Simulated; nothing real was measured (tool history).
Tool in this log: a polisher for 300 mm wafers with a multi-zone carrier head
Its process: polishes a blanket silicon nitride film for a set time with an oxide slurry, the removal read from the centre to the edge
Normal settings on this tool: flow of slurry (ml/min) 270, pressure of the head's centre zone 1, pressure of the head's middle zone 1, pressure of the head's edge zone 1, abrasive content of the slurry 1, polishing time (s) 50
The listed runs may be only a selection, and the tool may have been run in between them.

run,hour,flow of slurry (ml/min),pressure of the head's centre zone,pressure of the head's middle zone,pressure of the head's edge zone,abrasive content of the slurry,polishing time (s),"incoming thickness of the incoming film, nm",film removed at the wafer's centre (nm),film removed at mid-radius (nm),film removed at the wafer's edge (nm)
1,0,270,1,1,1,1,50,555.8,38.6,37.9,39
2,11.4,270,0.97,1,1,1,50,554,37,37.6,37.4
3,25.6,355,1,1,0.93,1.2,50,544.6,42.9,42.9,42.4
# hour 35.5: worn pad replaced by a new one
4,37.6,270,0.92,1,1,1.1,37,552.9,27.3,29.3,29.9
5,43.8,270,1,1,1,1,50,550.9,38.3,38.7,39.3
6,59.5,270,1,0.92,1,1,50,555.4,38.8,36.2,38.7
7,76,215,1,1,1,1,50,551.5,37.1,37.2,38.3
8,89.2,270,1,1,1,1.15,50,544.7,41.3,39.8,40.1
9,99.2,270,1,1,0.93,1,50,555.8,38.6,38.3,37.3
# hour 113: edge zone pressure recalibrated
# hour 117.9: carrier head's membrane replaced by a new one
10,118.4,270,1,1.05,1,1.3,50,550,42.9,44.2,44
11,123,270,1,1,1,1,50,554.7,38,37.4,38.9
12,139.5,270,1,1,1,1,37,545.8,28,28.5,28.8
13,146.4,300,0.92,0.9,0.94,1,50,549.9,35.5,37.4,38.5
14,157,270,0.93,1,1,1,50,561.2,35.3,38.6,39.7
15,167.2,270,1,1,1,1,50,545.1,38.1,38,38.2
16,184.5,270,1.1,1.08,1,0.8,61,546.8,45.2,42.2,41.8
# hour 194.8: worn pad replaced by a new one
17,200.2,225,1,1,1,1,50,549.2,37.4,37.6,37.9
18,206.6,270,1,1,1,1,50,550.1,38.7,38.2,38.5
19,222.9,270,1.11,0.89,1,1,50,553.4,41.7,35.9,38.8
20,232.2,270,1.1,0.9,1,1,68,551.8,57.4,48.5,52.9
21,244.4,270,1,1,0.91,1,60,553.1,45.8,45.4,44.7

Forecast each of these 5 alternatives for the next run:
A,244.8,270,1,1,1,1,32,552.9,?,?,?
B,244.8,340,1,1.05,0.94,1,37,552.9,?,?,?
C,244.8,270,1,1.09,1,1,45,552.9,?,?,?
D,244.8,270,1,1,1,1.25,65,552.9,?,?,?
E,244.8,270,1,1,0.94,1,50,552.9,?,?,?

run,film removed at the wafer's centre (nm),film removed at mid-radius (nm),film removed at the wafer's edge (nm)
A,24.7,24.5,24.7
B,29.4,29.8,28.2
C,34.8,36,34.7
D,55.9,55.5,55.8
E,38.6,38.3,37.4
Without the tool's hidden state the same runs would have given:
run,film removed at the wafer's centre (nm),film removed at mid-radius (nm),film removed at the wafer's edge (nm)
A,24.7,24.5,24.7
B,29.4,29.8,28.2
C,34.8,36,34.7
D,55.9,55.5,55.8
E,38.6,38.3,37.4
